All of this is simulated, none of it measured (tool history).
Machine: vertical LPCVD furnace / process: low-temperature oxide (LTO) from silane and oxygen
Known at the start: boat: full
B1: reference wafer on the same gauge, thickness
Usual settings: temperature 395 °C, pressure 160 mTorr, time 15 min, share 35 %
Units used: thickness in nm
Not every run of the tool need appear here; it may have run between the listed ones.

Run 1, hour 0: usual settings; B1 80.21. Result: thickness 80.63 nm.
Run 2, hour 17.6: usual settings; B1 80.21. Result: thickness 80.74 nm.
Run 3, hour 31.1: usual settings; B1 80.17. Result: thickness 80.64 nm.
Run 4, hour 45.2: usual settings but time 12 min; B1 80.17. Result: thickness 64.5 nm.
Run 5, hour 53.7: usual settings but time 12 min; B1 80.16. Result: thickness 64.57 nm.
Run 6, hour 83.2: usual settings; B1 80.18. Result: thickness 80.89 nm.
Run 7, hour 99.3: usual settings; B1 80.2. Result: thickness 80.95 nm.
Run 8, hour 114.2: usual settings but temperature 402 °C; B1 80.25. Result: thickness 87.35 nm.
Run 9, hour 125.3: usual settings but temperature 388 °C; B1 80.22. Result: thickness 74.55 nm.
Run 10, hour 139.8: usual settings but time 10 min; B1 80.21. Result: thickness 53.9 nm.
Run 11, hour 150.4: usual settings but pressure 130 mTorr, time 21 min, share 42 %; B1 80.18. Result: thickness 114.82 nm.
Run 12, hour 166.9: usual settings but pressure 145 mTorr; B1 80.17. Result: thickness 73.41 nm.
At hour 199.2: thermocouples replaced and temperature profile calibrated.
Run 13, hour 199.7: usual settings; B1 80.22. Result: thickness 82.26 nm.
Run 14, hour 202.9: usual settings but temperature 404 °C, pressure 130 mTorr; B1 80.14. Result: thickness 74.5 nm.
Run 15, hour 206.1: usual settings; B1 80.18. Result: thickness 82.49 nm.
At hour 237.9: silane flow controller replaced.
At hour 255: pressure gauge zeroed.
Run 16, hour 255.5: usual settings but pressure 130 mTorr, time 17 min; B1 80.17. Result: thickness 75.93 nm.
Run 17, hour 258.8: usual settings but temperature 385 °C, pressure 190 mTorr, time 18 min, share 31 %; B1 80.18. Result: thickness 88.35 nm.
Run 18, hour 262: usual settings but pressure 175 mTorr, share 40 %; B1 80.27. Result: thickness 106.94 nm.
Run 19, hour 265.2: usual settings but temperature 385 °C, pressure 140 mTorr, time 12 min; B1 80.16. Result: thickness 51.48 nm.
Run 20, hour 268.4: usual settings but temperature 401 °C, share 39 %; B1 80.16. Result: thickness 101.27 nm.
At hour 273.9: gauge calibrated.
Run 21, hour 275.7: usual settings; B1 80.26. Result: thickness 82.6 nm.
At hour 314.1: thermocouples replaced and temperature profile calibrated, repeated, since the last time left the tool worse.
Run 22, hour 314.6: usual settings but time 17 min; B1 80.17. Result: thickness 88.48 nm.
Run 23, hour 317.8: usual settings but temperature 405 °C; B1 80.19. Result: thickness 87.48 nm.
Run 24, hour 321.2: usual settings but temperature 390 °C, time 20 min, share 41 %; B1 80.21. Result: thickness 120.03 nm.
Run 25, hour 337.6: usual settings; B1 80.24. Result: thickness 77.96 nm.
Run 26, hour 346.6: usual settings but time 17.5 min; B1 80.21. Result: thickness 90.87 nm.
Run 27, hour 354.8: usual settings but pressure 130 mTorr, time 16.5 min, share 33 %; B1 80.15. Result: thickness 64.38 nm.
Run 28, hour 368.4: usual settings but temperature 384 °C; B1 80.16. Result: thickness 68.17 nm.
Run 29, hour 383.4: usual settings but pressure 135 mTorr, time 18.5 min; B1 80.18. Result: thickness 81.19 nm.
Run 30, hour 391: usual settings but temperature 386 °C, time 17 min; B1 80.16. Result: thickness 79.62 nm.

5 ways to go on from here, each from the tool as it stands after run 30. What would each give?
Run A, hour 394.3: usual settings but time 20.5 min; B1 ?. Result: thickness ?.
Run B, hour 394.3: usual settings but pressure 175 mTorr, share 30 %; B1 ?. Result: thickness ?.
Run C, hour 394.3: usual settings but temperature 406 °C, share 40 %; B1 ?. Result: thickness ?.
Run D, hour 394.3: usual settings but pressure 125 mTorr; B1 ?. Result: thickness ?.
Run E, hour 394.3: usual settings but temperature 391 °C, pressure 185 mTorr, time 19 min, share 33 %; B1 ?. Result: thickness ?.

run     B1  thickness
  A  80.19     106.49
  B  80.19      68.51
  C  80.19     104.36
  D  80.19      60.87
  E  80.19     100.33
What these runs would have given with no unlogged condition in the tool:
run  thickness
  A     106.24
  B      68.35
  C     104.14
  D      60.73
  E     100.09
